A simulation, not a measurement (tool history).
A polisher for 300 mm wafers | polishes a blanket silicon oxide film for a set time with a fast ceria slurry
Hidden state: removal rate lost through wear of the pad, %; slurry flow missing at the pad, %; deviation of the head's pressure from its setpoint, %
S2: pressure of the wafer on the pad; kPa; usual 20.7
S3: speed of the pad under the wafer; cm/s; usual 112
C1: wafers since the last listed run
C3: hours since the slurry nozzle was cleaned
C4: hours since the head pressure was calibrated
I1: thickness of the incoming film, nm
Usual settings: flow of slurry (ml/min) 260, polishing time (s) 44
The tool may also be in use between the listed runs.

Run 1, hour 0.0: usual settings but S3 120 cm/s; C1 0; wafers polished on this pad 1277; C3 233.6; C4 873.6; I1 2368.1. Result: film removed (nm) 730.7.
Run 2, hour 35.0: usual settings but S3 120 cm/s; C1 368; wafers polished on this pad 1645; C3 268.6; C4 908.6; I1 2407.1. Result: film removed (nm) 717.6.
At hour 59.7: worn pad replaced by a new one.
Run 3, hour 97.5: usual settings but S3 120 cm/s; C1 615; wafers polished on this pad 397; C3 331.1; C4 971.1; I1 2368.3. Result: film removed (nm) 744.5.
Run 4, hour 133.6: usual settings; C1 379; wafers polished on this pad 777; C3 367.2; C4 1007.2; I1 2372.1. Result: film removed (nm) 694.5.
At hour 186.8: slurry nozzle cleaned.
Run 5, hour 219.5: usual settings; C1 893; wafers polished on this pad 1670; C3 32.7; C4 1093.1; I1 2394.1. Result: film removed (nm) 680.8.
At hour 254.7: worn pad replaced by a new one.
Run 6, hour 294.2: usual settings; C1 743; wafers polished on this pad 416; C3 107.4; C4 1167.8; I1 2365.6. Result: film removed (nm) 704.1.
Run 7, hour 338.9: usual settings but polishing time (s) 33; C1 470; wafers polished on this pad 886; C3 152.1; C4 1212.5; I1 2402.2. Result: film removed (nm) 506.1.
Run 8, hour 373.0: usual settings but polishing time (s) 33; C1 358; wafers polished on this pad 1245; C3 186.2; C4 1246.6; I1 2373.9. Result: film removed (nm) 509.9.
Run 9, hour 422.7: usual settings but flow of slurry (ml/min) 345, S2 22.8 kPa, S3 100 cm/s; C1 522; wafers polished on this pad 1768; C3 235.9; C4 1296.3; I1 2351.0. Result: film removed (nm) 653.1.
At hour 440.9: worn pad replaced by a new one.
Run 10, hour 479.6: usual settings but flow of slurry (ml/min) 325, S2 14.5 kPa, S3 76 cm/s; C1 556; wafers polished on this pad 407; C3 292.8; C4 1353.2; I1 2413.9. Result: film removed (nm) 394.9.
At hour 495.5: head pressure recalibrated.
Run 11, hour 548.5: usual settings but S2 14.5 kPa; C1 703; wafers polished on this pad 1111; C3 361.7; C4 53.0; I1 2359.5. Result: film removed (nm) 561.1.
At hour 583.7: slurry nozzle cleaned.
Run 12, hour 617.2: usual settings but S2 14.5 kPa, S3 134 cm/s; C1 712; wafers polished on this pad 1823; C3 33.5; C4 121.7; I1 2410.1. Result: film removed (nm) 647.7.

Forecast run 13:
At hour 634.0: worn pad replaced by a new one.
Run 13, hour 651.2: usual settings but polishing time (s) 53; C1 315; wafers polished on this pad 180; C3 67.5; C4 155.7; I1 2390.7. Result: film removed (nm) ?.

film removed (nm): 861.1
Without the tool's hidden state the same run would have given film removed (nm) 890.2.

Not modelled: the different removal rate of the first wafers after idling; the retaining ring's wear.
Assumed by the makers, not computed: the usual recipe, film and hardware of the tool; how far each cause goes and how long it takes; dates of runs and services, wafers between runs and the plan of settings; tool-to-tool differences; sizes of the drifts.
